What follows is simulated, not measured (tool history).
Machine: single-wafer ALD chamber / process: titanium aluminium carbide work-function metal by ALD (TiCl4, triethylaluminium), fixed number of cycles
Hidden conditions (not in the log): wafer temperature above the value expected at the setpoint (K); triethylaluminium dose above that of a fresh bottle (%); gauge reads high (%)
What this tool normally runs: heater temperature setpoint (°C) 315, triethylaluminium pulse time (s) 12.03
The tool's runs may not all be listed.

run	day	heater temperature setpoint (°C)	triethylaluminium pulse time (s)	wafers since the last listed run	hours since the last thermocouple change	hours since the last triethylaluminium bottle change	hours since the showerhead was replaced	hours since the gauge calibration	read-back reference wafer on the same gauge, thickness_nm	mean film thickness on the monitor wafer (Å)
1	0	315	12.03	0	787.7	1049.4	4928.7	36.9	2.179	21.38
2	0.717	315	12.03	124	804.9	1066.6	4945.9	54.1	2.178	21.3
3	1.133	315	12.03	72	814.9	1076.6	4955.9	64.1	2.18	21.13
4	1.438	315	12.03	52	822.2	1083.9	4963.2	71.4	2.181	21.2
5	2.117	321	8.31	117	838.5	1100.2	4979.5	87.7	2.181	21.36
6	2.738	321	8.31	107	853.4	1115.1	4994.4	102.6	2.181	21.38
7	3.292	321	8.31	96	866.7	1128.4	5007.7	115.9	2.181	21.42
8	3.983	315	9.33	120	883.3	1145	5024.3	132.5	2.18	20.89
9	4.429	315	9.33	77	894	1155.7	5035	143.2	2.178	20.99
10	4.958	315	12.03	91	906.7	1168.4	5047.7	155.9	2.181	21.2
11	5.525	315	12.03	98	920.3	1182	5061.3	169.5	2.181	21.26
12	5.779	315	12.03	44	926.4	1188.1	5067.4	175.6	2.18	21.23
13	6.158	307	12.03	65	935.5	1197.2	5076.5	184.7	2.182	20.45
14	6.621	307	12.03	80	946.6	1208.3	5087.6	195.8	2.179	20.43
# day 7.221: showerhead replaced
15	7.242	307	12.03	49	961.5	1223.2	0.5	210.7	2.179	20.38
16	7.671	321	12.03	74	971.8	1233.5	10.8	221	2.183	21.74
17	8.017	321	12.03	60	980.1	1241.8	19.1	229.3	2.179	21.82
# day 8.621: triethylaluminium bottle replaced
18	8.642	324	7.61	50	995.1	0.5	34.1	244.3	2.183	21.56
19	8.958	325	9.91	54	1002.7	8.1	41.7	251.9	2.182	22.13
# day 9.096: gauge calibrated
20	9.625	302	13.94	115	1018.7	24.1	57.7	12.7	2.179	20.01
21	9.975	323	9.6	60	1027.1	32.5	66.1	21.1	2.181	21.75
22	10.692	315	12.03	124	1044.3	49.7	83.3	38.3	2.179	21.23
23	11.317	315	9.55	108	1059.3	64.7	98.3	53.3	2.181	20.97
# day 11.95: thermocouple changed; heater temperature recalibrated
24	11.979	322	8.94	57	0.7	80.6	114.2	69.2	2.177	22.08
25	12.65	324	7.55	116	16.8	96.7	130.3	85.3	2.18	21.99
26	12.925	310	9.46	47	23.4	103.3	136.9	91.9	2.18	21
27	13.312	319	15.23	67	32.7	112.6	146.2	101.2	2.182	22.24
28	13.867	302	12.03	96	46	125.9	159.5	114.5	2.18	20.34
29	14.604	315	12.03	128	63.7	143.6	177.2	132.2	2.18	21.67
30	15.354	320	7.68	130	81.7	161.6	195.2	150.2	2.18	21.49

Entry by entry between the runs, the difference in hidden state between the last listed run before and the first listed run after:
From run 14 to run 15: showerhead replaced (day 7.221)
  wafer temperature above the value expected at the setpoint (K): -5.94 -> -5.96
  the result without the hidden state subtracted from the measured one, mean film thickness on the monitor wafer (Å): -0.6 -> -0.6
From run 17 to run 18: triethylaluminium bottle replaced (day 8.621)
  wafer temperature above the value expected at the setpoint (K): -5.98 -> -5.99
  the result without the hidden state subtracted from the measured one, mean film thickness on the monitor wafer (Å): -0.61 -> -0.6
From run 19 to run 20: gauge calibrated (day 9.096)
  wafer temperature above the value expected at the setpoint (K): -6 -> -6.02
  the result without the hidden state subtracted from the measured one, mean film thickness on the monitor wafer (Å): -0.62 -> -0.61
From run 23 to run 24: thermocouple changed; heater temperature recalibrated (day 11.95)
  wafer temperature above the value expected at the setpoint (K): -6.06 -> -0.737
  the result without the hidden state subtracted from the measured one, mean film thickness on the monitor wafer (Å): -0.61 -> -0.07
